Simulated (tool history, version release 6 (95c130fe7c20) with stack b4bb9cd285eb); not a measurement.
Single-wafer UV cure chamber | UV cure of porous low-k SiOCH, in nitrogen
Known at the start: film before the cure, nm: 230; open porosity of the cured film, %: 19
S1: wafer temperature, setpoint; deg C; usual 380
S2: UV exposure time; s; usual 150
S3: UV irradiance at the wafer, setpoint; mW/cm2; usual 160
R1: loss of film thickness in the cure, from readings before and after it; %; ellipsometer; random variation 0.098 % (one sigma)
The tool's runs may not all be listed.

run 1 hour=0.0 | S1=380 S2=150 S3=160 | R1=12.066
run 2 hour=13.8 | S1=384 S2=150 S3=160 | R1=12.131
run 3 hour=27.1 | S1=380 S2=150 S3=160 | R1=12.064
run 4 hour=33.5 | S1=380 S2=150 S3=160 | R1=11.936
run 5 hour=45.4 | S1=369 S2=150 S3=160 | R1=12.102
run 6 hour=83.5 | S1=369 S2=150 S3=160 | R1=11.716
run 7 hour=94.0 | S1=369 S2=150 S3=160 | R1=11.703
run 8 hour=109.4 | S1=390 S2=150 S3=183 | R1=12.700
run 9 hour=127.2 | S1=390 S2=150 S3=183 | R1=12.599
-- hour=135.5 UV bulbs replaced
run 10 hour=140.3 | S1=380 S2=70 S3=160 | R1=8.409
run 11 hour=148.7 | S1=380 S2=90 S3=198 | R1=10.497
run 12 hour=161.9 | S1=396 S2=235 S3=127 | R1=13.049
-- hour=182.4 quartz window cleaned
run 13 hour=182.9 | S1=372 S2=190 S3=190 | R1=13.988
run 14 hour=187.8 | S1=380 S2=150 S3=179 | R1=12.631
run 15 hour=196.8 | S1=380 S2=150 S3=160 | R1=12.271
run 16 hour=206.2 | S1=380 S2=150 S3=160 | R1=12.095
run 17 hour=212.8 | S1=398 S2=180 S3=160 | R1=13.402
run 18 hour=226.2 | S1=380 S2=200 S3=178 | R1=14.002
run 19 hour=232.6 | S1=380 S2=80 S3=160 | R1=9.218

Forecast each of these 3 alternatives for the next run:
run A hour=233.1 | S1=380 S2=150 S3=160 | R1=?
run B hour=233.1 | S1=370 S2=150 S3=199 | R1=?
run C hour=233.1 | S1=399 S2=175 S3=185 | R1=?

run=A R1=12.194
run=B R1=13.040
run=C R1=14.006
Without the tool's hidden state the same runs would have given:
run=A R1=12.317
run=B R1=13.165
run=C R1=14.132

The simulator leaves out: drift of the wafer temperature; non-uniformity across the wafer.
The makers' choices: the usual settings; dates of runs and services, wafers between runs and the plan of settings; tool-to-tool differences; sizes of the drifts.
